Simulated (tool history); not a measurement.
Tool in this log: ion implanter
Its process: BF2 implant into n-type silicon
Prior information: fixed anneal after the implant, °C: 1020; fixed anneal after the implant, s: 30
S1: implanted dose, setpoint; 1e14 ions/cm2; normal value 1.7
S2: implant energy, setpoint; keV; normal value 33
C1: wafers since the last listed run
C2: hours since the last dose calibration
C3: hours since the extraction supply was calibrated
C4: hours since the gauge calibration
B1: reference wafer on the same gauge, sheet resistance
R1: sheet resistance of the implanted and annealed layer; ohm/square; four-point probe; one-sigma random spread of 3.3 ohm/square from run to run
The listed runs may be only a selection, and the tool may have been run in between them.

{"run": 1, "hour": 0.0, "S1": 1.7, "S2": 33, "C1": 0, "C2": 1268.9, "C3": 4472.6, "C4": 19.8, "B1": 560.96, "R1": 614.04}
{"run": 2, "hour": 12.6, "S1": 1.7, "S2": 33, "C1": 290, "C2": 1281.5, "C3": 4485.2, "C4": 32.4, "B1": 558.77, "R1": 611.83}
{"run": 3, "hour": 26.6, "S1": 1.7, "S2": 33, "C1": 322, "C2": 1295.5, "C3": 4499.2, "C4": 46.4, "B1": 559.8, "R1": 606.76}
{"run": 4, "hour": 59.1, "S1": 1.7, "S2": 33, "C1": 748, "C2": 1328, "C3": 4531.7, "C4": 78.9, "B1": 558.78, "R1": 608.49}
{"run": 5, "hour": 72.8, "S1": 1.7, "S2": 33, "C1": 315, "C2": 1341.7, "C3": 4545.4, "C4": 92.6, "B1": 559.23, "R1": 605.92}
{"run": 6, "hour": 148.9, "S1": 1.7, "S2": 33, "C1": 1753, "C2": 1417.8, "C3": 4621.5, "C4": 168.7, "B1": 558.03, "R1": 605.9}
{"run": 7, "hour": 164.7, "S1": 1.7, "S2": 33, "C1": 363, "C2": 1433.6, "C3": 4637.3, "C4": 184.5, "B1": 561.24, "R1": 613.45}
{"run": 8, "hour": 197.2, "S1": 1.7, "S2": 33, "C1": 748, "C2": 1466.1, "C3": 4669.8, "C4": 217, "B1": 559.49, "R1": 608.18}
{"run": 9, "hour": 225.5, "S1": 1.7, "S2": 33, "C1": 651, "C2": 1494.4, "C3": 4698.1, "C4": 245.3, "B1": 560.04, "R1": 606.41}
{"run": 10, "hour": 253.7, "S1": 1.9, "S2": 38.5, "C1": 649, "C2": 1522.6, "C3": 4726.3, "C4": 273.5, "B1": 559.29, "R1": 547.61}
{"hour": 263.6, "done": "Faraday cup replaced and dose calibrated"}
{"hour": 267.1, "done": "extraction supply calibrated"}
{"run": 11, "hour": 277.5, "S1": 1.7, "S2": 33, "C1": 282, "C2": 13.9, "C3": 10.4, "C4": 297.3, "B1": 557.87, "R1": 611.67}
{"run": 12, "hour": 307.5, "S1": 1.7, "S2": 33, "C1": 691, "C2": 43.9, "C3": 40.4, "C4": 327.3, "B1": 559.94, "R1": 606.23}
{"run": 13, "hour": 339.1, "S1": 1.94, "S2": 37.5, "C1": 727, "C2": 75.5, "C3": 72, "C4": 358.9, "B1": 558.33, "R1": 541.58}
{"hour": 343.3, "done": "gauge calibrated"}
{"run": 14, "hour": 358.6, "S1": 2.18, "S2": 23.5, "C1": 449, "C2": 95, "C3": 91.5, "C4": 15.3, "B1": 560.37, "R1": 513.04}
{"run": 15, "hour": 389.9, "S1": 1.33, "S2": 33, "C1": 721, "C2": 126.3, "C3": 122.8, "C4": 46.6, "B1": 560.6, "R1": 739.54}
{"run": 16, "hour": 414.6, "S1": 2.06, "S2": 29.5, "C1": 569, "C2": 151, "C3": 147.5, "C4": 71.3, "B1": 560.96, "R1": 525.19}
{"run": 17, "hour": 445.8, "S1": 1.5, "S2": 23.5, "C1": 718, "C2": 182.2, "C3": 178.7, "C4": 102.5, "B1": 560.61, "R1": 702.9}
{"run": 18, "hour": 463.6, "S1": 1.83, "S2": 23, "C1": 410, "C2": 200, "C3": 196.5, "C4": 120.3, "B1": 558.85, "R1": 594.7}

Hidden condition of the tool, last listed run before each entry between runs versus first listed run after:
After run 10, before run 11: Faraday cup replaced and dose calibrated (hour 263.6); extraction supply calibrated (hour 267.1)
  no difference in the tool's unlogged condition between these two runs
After run 13, before run 14: gauge calibrated (hour 343.3)
  no difference in the tool's unlogged condition between these two runs
